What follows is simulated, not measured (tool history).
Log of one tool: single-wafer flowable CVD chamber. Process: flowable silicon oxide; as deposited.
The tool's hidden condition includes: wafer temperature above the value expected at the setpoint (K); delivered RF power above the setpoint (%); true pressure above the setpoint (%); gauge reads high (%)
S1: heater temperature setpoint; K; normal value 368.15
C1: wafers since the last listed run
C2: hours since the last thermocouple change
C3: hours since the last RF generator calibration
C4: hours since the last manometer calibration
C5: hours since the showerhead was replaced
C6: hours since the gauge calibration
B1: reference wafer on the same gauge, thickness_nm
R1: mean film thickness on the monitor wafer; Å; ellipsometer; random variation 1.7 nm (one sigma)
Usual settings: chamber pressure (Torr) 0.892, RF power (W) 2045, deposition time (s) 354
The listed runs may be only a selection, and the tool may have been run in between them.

{"run": 1, "hour": 0.0, "S1": 368.15, "chamber pressure (Torr)": 0.892, "RF power (W)": 2045, "deposition time (s)": 354, "C1": 0, "C2": 1104.8, "C3": 388.7, "C4": 114, "C5": 5280.7, "C6": 833, "B1": 354.274, "R1": 3112.84}
{"run": 2, "hour": 41.1, "S1": 368.15, "chamber pressure (Torr)": 0.892, "RF power (W)": 2045, "deposition time (s)": 354, "C1": 142, "C2": 1145.9, "C3": 429.8, "C4": 155.1, "C5": 5321.8, "C6": 874.1, "B1": 353.939, "R1": 3101.7}
{"run": 3, "hour": 95.9, "S1": 368.15, "chamber pressure (Torr)": 0.892, "RF power (W)": 2045, "deposition time (s)": 354, "C1": 189, "C2": 1200.7, "C3": 484.6, "C4": 209.9, "C5": 5376.6, "C6": 928.9, "B1": 354.357, "R1": 3064.75}
{"run": 4, "hour": 188.4, "S1": 368.15, "chamber pressure (Torr)": 0.892, "RF power (W)": 2235, "deposition time (s)": 354, "C1": 319, "C2": 1293.2, "C3": 577.1, "C4": 302.4, "C5": 5469.1, "C6": 1021.4, "B1": 354.018, "R1": 3154.53}
{"run": 5, "hour": 229.1, "S1": 368.15, "chamber pressure (Torr)": 0.892, "RF power (W)": 2045, "deposition time (s)": 354, "C1": 140, "C2": 1333.9, "C3": 617.8, "C4": 343.1, "C5": 5509.8, "C6": 1062.1, "B1": 354.234, "R1": 3087.39}
{"run": 6, "hour": 331.4, "S1": 368.15, "chamber pressure (Torr)": 0.892, "RF power (W)": 2045, "deposition time (s)": 354, "C1": 353, "C2": 1436.2, "C3": 720.1, "C4": 445.4, "C5": 5612.1, "C6": 1164.4, "B1": 353.173, "R1": 3109.81}
{"run": 7, "hour": 588.2, "S1": 368.15, "chamber pressure (Torr)": 0.892, "RF power (W)": 2045, "deposition time (s)": 354, "C1": 887, "C2": 1693, "C3": 976.9, "C4": 702.2, "C5": 5868.9, "C6": 1421.2, "B1": 354.161, "R1": 3155.1}
{"run": 8, "hour": 678.3, "S1": 368.15, "chamber pressure (Torr)": 0.892, "RF power (W)": 2045, "deposition time (s)": 354, "C1": 311, "C2": 1783.1, "C3": 1067, "C4": 792.3, "C5": 5959, "C6": 1511.3, "B1": 354.395, "R1": 3141.25}
{"run": 9, "hour": 870.3, "S1": 368.15, "chamber pressure (Torr)": 0.892, "RF power (W)": 2045, "deposition time (s)": 354, "C1": 663, "C2": 1975.1, "C3": 1259, "C4": 984.3, "C5": 6151, "C6": 1703.3, "B1": 353.605, "R1": 3192.85}
{"run": 10, "hour": 972.1, "S1": 368.15, "chamber pressure (Torr)": 0.892, "RF power (W)": 2045, "deposition time (s)": 354, "C1": 351, "C2": 2076.9, "C3": 1360.8, "C4": 1086.1, "C5": 6252.8, "C6": 1805.1, "B1": 353.682, "R1": 3176.85}
{"hour": 1013.4, "done": "capacitance manometer re-zeroed and calibrated"}
{"run": 11, "hour": 1068.4, "S1": 368.15, "chamber pressure (Torr)": 0.892, "RF power (W)": 2045, "deposition time (s)": 354, "C1": 305, "C2": 2173.2, "C3": 1457.1, "C4": 55, "C5": 6349.1, "C6": 1901.4, "B1": 354.166, "R1": 3243.39}
{"run": 12, "hour": 1114.6, "S1": 368.15, "chamber pressure (Torr)": 0.892, "RF power (W)": 2045, "deposition time (s)": 354, "C1": 159, "C2": 2219.4, "C3": 1503.3, "C4": 101.2, "C5": 6395.3, "C6": 1947.6, "B1": 354.107, "R1": 3197.1}
{"run": 13, "hour": 1191.4, "S1": 368.15, "chamber pressure (Torr)": 0.892, "RF power (W)": 2045, "deposition time (s)": 354, "C1": 265, "C2": 2296.2, "C3": 1580.1, "C4": 178, "C5": 6472.1, "C6": 2024.4, "B1": 353.997, "R1": 3246.82}
{"hour": 1238.4, "done": "gauge calibrated"}
{"hour": 1292.8, "done": "RF generator calibrated"}
{"run": 14, "hour": 1296.2, "S1": 363.15, "chamber pressure (Torr)": 0.892, "RF power (W)": 2045, "deposition time (s)": 354, "C1": 334, "C2": 2401, "C3": 3.4, "C4": 282.8, "C5": 6576.9, "C6": 57.8, "B1": 354.014, "R1": 3742.6}
{"run": 15, "hour": 1338.7, "S1": 368.15, "chamber pressure (Torr)": 0.892, "RF power (W)": 2045, "deposition time (s)": 354, "C1": 146, "C2": 2443.5, "C3": 45.9, "C4": 325.3, "C5": 6619.4, "C6": 100.3, "B1": 353.397, "R1": 3242.03}
{"hour": 1406.9, "done": "thermocouple changed; heater temperature recalibrated"}
{"hour": 1409.1, "done": "showerhead replaced, of another model than before"}
{"run": 16, "hour": 1596.6, "S1": 368.15, "chamber pressure (Torr)": 0.892, "RF power (W)": 2045, "deposition time (s)": 354, "C1": 856, "C2": 189.7, "C3": 303.8, "C4": 583.2, "C5": 187.5, "C6": 358.2, "B1": 353.761, "R1": 2990.46}
{"run": 17, "hour": 1669.5, "S1": 368.15, "chamber pressure (Torr)": 0.955, "RF power (W)": 2410, "deposition time (s)": 354, "C1": 251, "C2": 262.6, "C3": 376.7, "C4": 656.1, "C5": 260.4, "C6": 431.1, "B1": 353.941, "R1": 3273.38}
{"run": 18, "hour": 1769.7, "S1": 368.15, "chamber pressure (Torr)": 0.734, "RF power (W)": 1900, "deposition time (s)": 354, "C1": 346, "C2": 362.8, "C3": 476.9, "C4": 756.3, "C5": 360.6, "C6": 531.3, "B1": 354.041, "R1": 2580.67}
{"run": 19, "hour": 1867.4, "S1": 368.15, "chamber pressure (Torr)": 0.892, "RF power (W)": 2045, "deposition time (s)": 354, "C1": 337, "C2": 460.5, "C3": 574.6, "C4": 854, "C5": 458.3, "C6": 629, "B1": 354.561, "R1": 2983.22}
{"run": 20, "hour": 1967.4, "S1": 368.15, "chamber pressure (Torr)": 0.892, "RF power (W)": 1770, "deposition time (s)": 354, "C1": 345, "C2": 560.5, "C3": 674.6, "C4": 954, "C5": 558.3, "C6": 729, "B1": 354.36, "R1": 2849.52}
{"hour": 2031.0, "done": "capacitance manometer re-zeroed and calibrated"}
{"run": 21, "hour": 2067.9, "S1": 359.15, "chamber pressure (Torr)": 1.064, "RF power (W)": 2150, "deposition time (s)": 328, "C1": 319, "C2": 661, "C3": 775.1, "C4": 36.9, "C5": 658.8, "C6": 829.5, "B1": 354.019, "R1": 4186.36}
{"run": 22, "hour": 2143.1, "S1": 368.15, "chamber pressure (Torr)": 0.892, "RF power (W)": 2045, "deposition time (s)": 354, "C1": 259, "C2": 736.2, "C3": 850.3, "C4": 112.1, "C5": 734, "C6": 904.7, "B1": 353.849, "R1": 3039.16}
{"run": 23, "hour": 2181.7, "S1": 368.15, "chamber pressure (Torr)": 0.892, "RF power (W)": 2045, "deposition time (s)": 354, "C1": 133, "C2": 774.8, "C3": 888.9, "C4": 150.7, "C5": 772.6, "C6": 943.3, "B1": 354.789, "R1": 2993.27}
{"run": 24, "hour": 2247.7, "S1": 368.15, "chamber pressure (Torr)": 0.892, "RF power (W)": 1920, "deposition time (s)": 326, "C1": 228, "C2": 840.8, "C3": 954.9, "C4": 216.7, "C5": 838.6, "C6": 1009.3, "B1": 354.123, "R1": 2740.25}
{"run": 25, "hour": 2320.1, "S1": 377.15, "chamber pressure (Torr)": 0.892, "RF power (W)": 2045, "deposition time (s)": 354, "C1": 250, "C2": 913.2, "C3": 1027.3, "C4": 289.1, "C5": 911, "C6": 1081.7, "B1": 354.282, "R1": 2331.63}
{"run": 26, "hour": 2424.3, "S1": 368.15, "chamber pressure (Torr)": 0.804, "RF power (W)": 2355, "deposition time (s)": 354, "C1": 360, "C2": 1017.4, "C3": 1131.5, "C4": 393.3, "C5": 1015.2, "C6": 1185.9, "B1": 354.39, "R1": 2927.21}
{"run": 27, "hour": 2469.2, "S1": 368.15, "chamber pressure (Torr)": 0.892, "RF power (W)": 2445, "deposition time (s)": 388, "C1": 155, "C2": 1062.3, "C3": 1176.4, "C4": 438.2, "C5": 1060.1, "C6": 1230.8, "B1": 353.192, "R1": 3459.93}
{"run": 28, "hour": 2559.7, "S1": 368.15, "chamber pressure (Torr)": 0.892, "RF power (W)": 1735, "deposition time (s)": 354, "C1": 312, "C2": 1152.8, "C3": 1266.9, "C4": 528.7, "C5": 1150.6, "C6": 1321.3, "B1": 354.127, "R1": 2867.43}
{"run": 29, "hour": 2614.9, "S1": 368.15, "chamber pressure (Torr)": 0.892, "RF power (W)": 2045, "deposition time (s)": 315, "C1": 190, "C2": 1208, "C3": 1322.1, "C4": 583.9, "C5": 1205.8, "C6": 1376.5, "B1": 353.869, "R1": 2714.48}

Alternative continuations, all from the tool just after run 29; predict every row:
{"run": "A", "hour": 2615.4, "S1": 368.15, "chamber pressure (Torr)": 1.017, "RF power (W)": 2045, "deposition time (s)": 354, "C1": 1, "C2": 1208.5, "C3": 1322.6, "C4": 584.4, "C5": 1206.3, "C6": 1377, "B1": "?", "R1": "?"}
{"run": "B", "hour": 2615.4, "S1": 358.15, "chamber pressure (Torr)": 0.677, "RF power (W)": 2045, "deposition time (s)": 354, "C1": 1, "C2": 1208.5, "C3": 1322.6, "C4": 584.4, "C5": 1206.3, "C6": 1377, "B1": "?", "R1": "?"}
{"run": "C", "hour": 2615.4, "S1": 383.15, "chamber pressure (Torr)": 0.892, "RF power (W)": 2045, "deposition time (s)": 354, "C1": 1, "C2": 1208.5, "C3": 1322.6, "C4": 584.4, "C5": 1206.3, "C6": 1377, "B1": "?", "R1": "?"}

run=A B1=353.563 R1=3386.75
run=B B1=353.563 R1=3335.12
run=C B1=353.563 R1=1983.3
Stripped of hidden state, with their random variation kept, the same runs would have yielded:
run=A R1=3367.84
run=B R1=3318.42
run=C R1=1972.36
